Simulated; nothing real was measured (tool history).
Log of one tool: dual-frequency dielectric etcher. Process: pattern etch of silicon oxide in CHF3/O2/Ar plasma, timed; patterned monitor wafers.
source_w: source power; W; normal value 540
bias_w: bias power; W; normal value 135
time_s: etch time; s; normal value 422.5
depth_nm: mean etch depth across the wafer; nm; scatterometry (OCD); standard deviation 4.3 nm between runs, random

run   hour  source_w  bias_w  time_s  read-back reference wafer on the same gauge, depth_nm  depth_nm
  1      0       540     135     455                                                  693.5     747.7
  2   15.6       540     135   487.5                                                  693.7     807.9
  3   47.9       540     135   422.5                                                  692.3     697.1
  4   91.3       500     135   422.5                                                  692.3     669.3
  5  128.2       500     135   422.5                                                  692.5     673.7
  6  141.4       540     157   422.5                                                  693.6     734.5
     185.8  -- upper electrode replaced
  7  186.3       540     157   422.5                                                  692.3     747.2
  8  186.7       540     135   422.5                                                  694.2     706.3
  9  206.9       540     135   422.5                                                  693.6     703.4
 10  227.1       540     135   422.5                                                  693.7     712.8
       232  -- bias power generator calibrated
 11  273.5       540     135   422.5                                                  693.1     715.9
       296  -- source power generator calibrated
 12  304.6       540     135   422.5                                                  692.4     725.7
 13  316.9       540     135   422.5                                                    692     719.8
 14  340.4       540     135   422.5                                                    692     714.9
     342.9  -- gauge calibrated
 15    353       540     155   422.5                                                    694     751.2
 16  365.7       540     135     510                                                  692.5     875.9
 17  399.4       540     135     455                                                  693.2     792.9
 18  428.1       430     135     477                                                  692.9     734.5
     458.6  -- wet clean of the chamber
 19  459.1       540     160     508                                                  691.7       859
 20  470.3       430     120   523.5                                                  692.3     726.4
 21  482.3       540     160     508                                                  691.9     870.1
 22  494.5       660     119   422.5                                                  694.1     748.2
 23  514.8       540     103     455                                                  692.9     700.6
 24  546.6       540     135   422.5                                                  693.9     700.1
 25  564.9       540     135   422.5                                                    693     698.7
 26  581.9       490     107     388                                                  692.6     572.6
 27  610.1       540     135   422.5                                                  693.1     703.9
 28  633.7       540     135   422.5                                                  692.8       708
 29  658.1       620     169   422.5                                                  693.4     803.4
 30    685       540     135   465.5                                                  694.2       779

Here are 4 independent what-if runs from the current tool condition. What would each one return?
  A  685.5       540     135   422.5                                                      ?         ?
  B  685.5       540     135   358.5                                                      ?         ?
  C  685.5       480     122   462.5                                                      ?         ?
  D  685.5       670     120   302.5                                                      ?         ?

run  read-back reference wafer on the same gauge, depth_nm  depth_nm
  A                                                  692.7     708.6
  B                                                  692.7     601.2
  C                                                  692.7     708.3
  D                                                  692.7     550.2
Had the tool no hidden state, the same runs would have come out as:
run  depth_nm
  A     689.8
  B     585.3
  C     689.6
  D     535.6
